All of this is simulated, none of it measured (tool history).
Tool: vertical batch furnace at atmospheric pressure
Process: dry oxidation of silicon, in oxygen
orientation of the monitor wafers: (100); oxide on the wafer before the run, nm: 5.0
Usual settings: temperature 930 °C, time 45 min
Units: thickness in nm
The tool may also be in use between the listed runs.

run,hour,temperature,time,wafers since the last listed run,hours since the last temperature calibration,hours since the boat lift was adjusted,hours since the gauge calibration,"read-back reference wafer on the same gauge, thickness",thickness
1,0,920,45,0,4261.1,1398.2,100.4,24.8,21.03
2,34.2,930,35,426,4295.3,1432.4,134.6,24.78,19.76
3,63.5,930,35,365,4324.6,1461.7,163.9,24.78,19.75
4,84.3,920,29,259,4345.4,1482.5,184.7,24.82,16.37
# hour 127.7: thermocouples replaced and temperature profile calibrated
5,128.2,920,29,247,0.5,1526.4,228.6,24.81,16.35
6,131.9,930,45,46,4.2,1530.1,232.3,24.81,22.71
# hour 136.5: gauge calibrated
7,143.4,930,45,143,15.7,1541.6,6.9,24.8,22.74
8,169.3,930,45,322,41.6,1567.5,32.8,24.81,22.65
# hour 195.6: boat lift adjusted
9,196.1,915,53,34,68.4,0.5,59.6,24.81,22.63
10,207.1,930,45,137,79.4,11.5,70.6,24.8,23.33
11,231,930,45,297,103.3,35.4,94.5,24.8,23.34

The next listed run, before its measurement:
12,266.9,930,54,447,139.2,71.3,130.4,?,?

Run 12 gave read-back reference wafer on the same gauge, thickness 24.8, thickness 25.98 nm.
Without the tool's hidden state the same run would have given thickness 26.09 nm.
